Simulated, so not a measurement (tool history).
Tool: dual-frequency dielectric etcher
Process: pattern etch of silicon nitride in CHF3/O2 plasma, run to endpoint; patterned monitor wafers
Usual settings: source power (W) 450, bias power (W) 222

run   hour  source power (W)  bias power (W)  wafers since the last listed run  hours since the last wet clean  hours since the last source power generator calibration  hours since the last bias power generator calibration  hours since the last upper electrode change  incoming incoming film thickness, nm  endpoint time (s)
  1      0               450             183                                 0                           479.3                                                   4614.7                                                 3602.3                                       4971.1                                  64.1               46.9
  2   27.5               450             183                               400                           506.8                                                   4642.2                                                 3629.8                                       4998.6                                  63.8               46.8
  3     41               450             183                               196                           520.3                                                   4655.7                                                 3643.3                                       5012.1                                  62.8               45.6
  4   58.6               450             222                               256                           537.9                                                   4673.3                                                 3660.9                                       5029.7                                    63                 43
  5     78               450             222                               282                           557.3                                                   4692.7                                                 3680.3                                       5049.1                                  63.5                 43
  6  103.6               490             192                               373                           582.9                                                   4718.3                                                 3705.9                                       5074.7                                  63.9                 44
  7  131.7               540             178                               409                             611                                                   4746.4                                                   3734                                       5102.8                                  64.3               43.7
     161.8  -- source power generator calibrated
     180.4  -- wet clean of the chamber
  8  180.9               540             178                               388                             0.5                                                     19.1                                                 3783.2                                         5152                                  63.3                 46
  9    198               450             222                               249                            17.6                                                     36.2                                                 3800.3                                       5169.1                                  62.8               45.2
 10  230.5               450             222                               473                            50.1                                                     68.7                                                 3832.8                                       5201.6                                  63.3               45.4
     241.5  -- bias power generator calibrated
     269.4  -- upper electrode replaced
 11  269.9               450             237                               166                            89.5                                                    108.1                                                   28.4                                          0.5                                  64.1               44.6
 12  278.7               450             222                               128                            98.3                                                    116.9                                                   37.2                                          9.3                                  63.2               44.4

The next listed run, before its measurement:
 13  291.5               490             192                               186                           111.1                                                    129.7                                                     50                                         22.1                                  63.3                  ?

endpoint time (s): 45.7
Without the tool's hidden state the same run would have given endpoint time (s) 46.
